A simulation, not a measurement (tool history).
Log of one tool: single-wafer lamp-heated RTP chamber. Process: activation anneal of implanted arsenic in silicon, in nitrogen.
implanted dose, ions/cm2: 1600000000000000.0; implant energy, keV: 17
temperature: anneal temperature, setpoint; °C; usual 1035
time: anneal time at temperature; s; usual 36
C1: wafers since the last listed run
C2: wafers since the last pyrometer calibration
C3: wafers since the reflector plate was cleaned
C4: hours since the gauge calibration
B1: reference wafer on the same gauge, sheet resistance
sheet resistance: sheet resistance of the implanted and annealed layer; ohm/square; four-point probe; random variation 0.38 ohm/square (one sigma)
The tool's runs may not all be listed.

Run 1, hour 0.0: usual settings but time 20 s; C1 0; C2 8411; C3 12060; C4 888.1; B1 100.15. Result: sheet resistance 98.32 ohm/square.
At hour 79.8: pyrometer window cleaned and pyrometer calibrated.
Run 2, hour 99.9: usual settings but time 20 s; C1 888; C2 194; C3 12949; C4 988.0; B1 100.17. Result: sheet resistance 100.39 ohm/square.
At hour 135.6: reflector plate cleaned.
Run 3, hour 201.6: usual settings; C1 906; C2 1100; C3 638; C4 1089.7; B1 100.24. Result: sheet resistance 89.99 ohm/square.
Run 4, hour 298.1: usual settings; C1 933; C2 2034; C3 1571; C4 1186.2; B1 100.14. Result: sheet resistance 89.90 ohm/square.
Run 5, hour 359.9: usual settings but temperature 1013 °C, time 19 s; C1 597; C2 2631; C3 2169; C4 1248.0; B1 100.16. Result: sheet resistance 110.89 ohm/square.
Run 6, hour 400.8: usual settings but temperature 1013 °C, time 19 s; C1 395; C2 3027; C3 2565; C4 1288.9; B1 100.13. Result: sheet resistance 110.02 ohm/square.
Run 7, hour 484.3: usual settings but time 52 s; C1 807; C2 3834; C3 3372; C4 1372.4; B1 100.23. Result: sheet resistance 84.29 ohm/square.
Run 8, hour 583.8: usual settings but time 52 s; C1 962; C2 4797; C3 4334; C4 1471.9; B1 100.32. Result: sheet resistance 83.76 ohm/square.
Run 9, hour 684.0: usual settings; C1 969; C2 5766; C3 5303; C4 1572.1; B1 100.14. Result: sheet resistance 89.26 ohm/square.
Run 10, hour 788.2: usual settings but time 45 s; C1 1007; C2 6774; C3 6311; C4 1676.3; B1 100.06. Result: sheet resistance 85.40 ohm/square.
At hour 829.3: pyrometer window cleaned and pyrometer calibrated.
Run 11, hour 835.7: usual settings; C1 382; C2 62; C3 6693; C4 1723.8; B1 99.84. Result: sheet resistance 90.64 ohm/square.
Run 12, hour 1135.9: usual settings; C1 2903; C2 2965; C3 9597; C4 2024.0; B1 99.95. Result: sheet resistance 90.23 ohm/square.
Run 13, hour 1214.5: usual settings but temperature 1024 °C; C1 760; C2 3725; C3 10357; C4 2102.6; B1 99.88. Result: sheet resistance 93.88 ohm/square.
Run 14, hour 1292.9: usual settings but temperature 1024 °C; C1 758; C2 4483; C3 11115; C4 2181.0; B1 100.16. Result: sheet resistance 93.63 ohm/square.
Run 15, hour 1341.5: usual settings; C1 470; C2 4953; C3 11585; C4 2229.6; B1 100.10. Result: sheet resistance 89.25 ohm/square.
Run 16, hour 1401.5: usual settings but temperature 1046 °C; C1 580; C2 5534; C3 12165; C4 2289.6; B1 100.18. Result: sheet resistance 85.12 ohm/square.
Run 17, hour 1482.5: usual settings; C1 783; C2 6317; C3 12949; C4 2370.6; B1 100.02. Result: sheet resistance 88.91 ohm/square.
Run 18, hour 1537.1: usual settings but temperature 1008 °C, time 22 s; C1 528; C2 6845; C3 13477; C4 2425.2; B1 100.06. Result: sheet resistance 110.32 ohm/square.
At hour 1563.9: pyrometer window cleaned and pyrometer calibrated.
Run 19, hour 1618.0: usual settings but temperature 1026 °C, time 53 s; C1 705; C2 523; C3 14182; C4 2506.1; B1 100.09. Result: sheet resistance 88.15 ohm/square.
Run 20, hour 1725.8: usual settings but temperature 1014 °C; C1 1042; C2 1565; C3 15224; C4 2613.9; B1 100.04. Result: sheet resistance 99.68 ohm/square.
At hour 1772.9: reflector plate cleaned.
Run 21, hour 1812.2: usual settings but temperature 1014 °C; C1 758; C2 2323; C3 379; C4 2700.3; B1 100.16. Result: sheet resistance 98.47 ohm/square.
Run 22, hour 1863.4: usual settings but temperature 1055 °C, time 30 s; C1 495; C2 2819; C3 874; C4 2751.5; B1 100.18. Result: sheet resistance 85.32 ohm/square.
At hour 1896.6: gauge calibrated.
Run 23, hour 1949.7: usual settings; C1 834; C2 3653; C3 1709; C4 53.1; B1 99.92. Result: sheet resistance 89.55 ohm/square.
Run 24, hour 2029.7: usual settings but temperature 1054 °C, time 28 s; C1 773; C2 4427; C3 2483; C4 133.1; B1 100.12. Result: sheet resistance 86.33 ohm/square.
Run 25, hour 2093.0: usual settings but temperature 1060 °C, time 56 s; C1 612; C2 5039; C3 3095; C4 196.4; B1 100.14. Result: sheet resistance 75.91 ohm/square.
Run 26, hour 2149.9: usual settings; C1 550; C2 5589; C3 3645; C4 253.3; B1 99.84. Result: sheet resistance 89.31 ohm/square.
Run 27, hour 2237.4: usual settings; C1 846; C2 6436; C3 4491; C4 340.8; B1 100.15. Result: sheet resistance 89.08 ohm/square.
Run 28, hour 2324.0: usual settings but temperature 1021 °C, time 19 s; C1 837; C2 7273; C3 5329; C4 427.4; B1 99.94. Result: sheet resistance 105.95 ohm/square.
At hour 2342.3: pyrometer window cleaned and pyrometer calibrated.
Run 29, hour 2417.0: usual settings; C1 822; C2 722; C3 6151; C4 520.4; B1 100.25. Result: sheet resistance 90.29 ohm/square.
Run 30, hour 2492.9: usual settings but temperature 1052 °C, time 15 s; C1 734; C2 1456; C3 6885; C4 596.3; B1 100.27. Result: sheet resistance 96.90 ohm/square.
Run 31, hour 2540.1: usual settings but temperature 1063 °C, time 49 s; C1 456; C2 1913; C3 7341; C4 643.5; B1 100.22. Result: sheet resistance 76.51 ohm/square.

5 ways to go on from here, each from the tool as it stands after run 31. What would each give?
Run A, hour 2540.5: usual settings; C1 3; C2 1916; C3 7345; C4 643.9; B1 ?. Result: sheet resistance ?.
Run B, hour 2540.5: usual settings but temperature 1016 °C; C1 3; C2 1916; C3 7345; C4 643.9; B1 ?. Result: sheet resistance ?.
Run C, hour 2540.5: usual settings but temperature 1017 °C, time 14 s; C1 3; C2 1916; C3 7345; C4 643.9; B1 ?. Result: sheet resistance ?.
Run D, hour 2540.5: usual settings but temperature 1021 °C; C1 3; C2 1916; C3 7345; C4 643.9; B1 ?. Result: sheet resistance ?.
Run E, hour 2540.5: usual settings but temperature 1048 °C, time 24 s; C1 3; C2 1916; C3 7345; C4 643.9; B1 ?. Result: sheet resistance ?.

run      B1  sheet resistance
  A  100.01             89.36
  B  100.01             97.36
  C  100.01            113.59
  D  100.01             95.09
  E  100.01             90.73
Without the tool's hidden state the same runs would have given:
run  sheet resistance
  A             90.19
  B             98.38
  C            114.68
  D             96.05
  E             91.54
